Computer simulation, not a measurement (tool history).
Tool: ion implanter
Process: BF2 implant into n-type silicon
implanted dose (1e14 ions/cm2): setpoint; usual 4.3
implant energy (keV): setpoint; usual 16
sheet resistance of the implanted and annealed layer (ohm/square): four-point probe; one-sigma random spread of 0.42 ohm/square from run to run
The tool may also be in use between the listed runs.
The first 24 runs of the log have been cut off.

run,hour,implanted dose (1e14 ions/cm2),implant energy (keV),"read-back reference wafer on the same gauge, sheet resistance",sheet resistance of the implanted and annealed layer (ohm/square)
25,404.2,4.3,16,265.02,277.59
26,411.2,3.08,16,265.01,354.31
27,422.8,4.3,16,264.97,277.74
28,439.6,4.3,16,265.05,276.15
29,445.7,4.3,16,265.09,276.95
30,460.4,4.3,16,265.03,276.5
31,469.8,4.3,17.5,265.05,271.98
32,486,4.82,18,265,249.02

3 ways to go on from here, each from the tool as it stands after run 32. What would each give?
A,486.4,4.3,16,?,?
B,486.4,3.93,16,?,?
C,486.4,5.52,19,?,?

run,"read-back reference wafer on the same gauge, sheet resistance",sheet resistance of the implanted and annealed layer (ohm/square)
A,265.07,275.9
B,265.07,293.68
C,265.07,225.12
Take away the tool's hidden state, keep each run's random variation, and the runs would have read:
run,sheet resistance of the implanted and annealed layer (ohm/square)
A,281.24
B,299.63
C,229.15
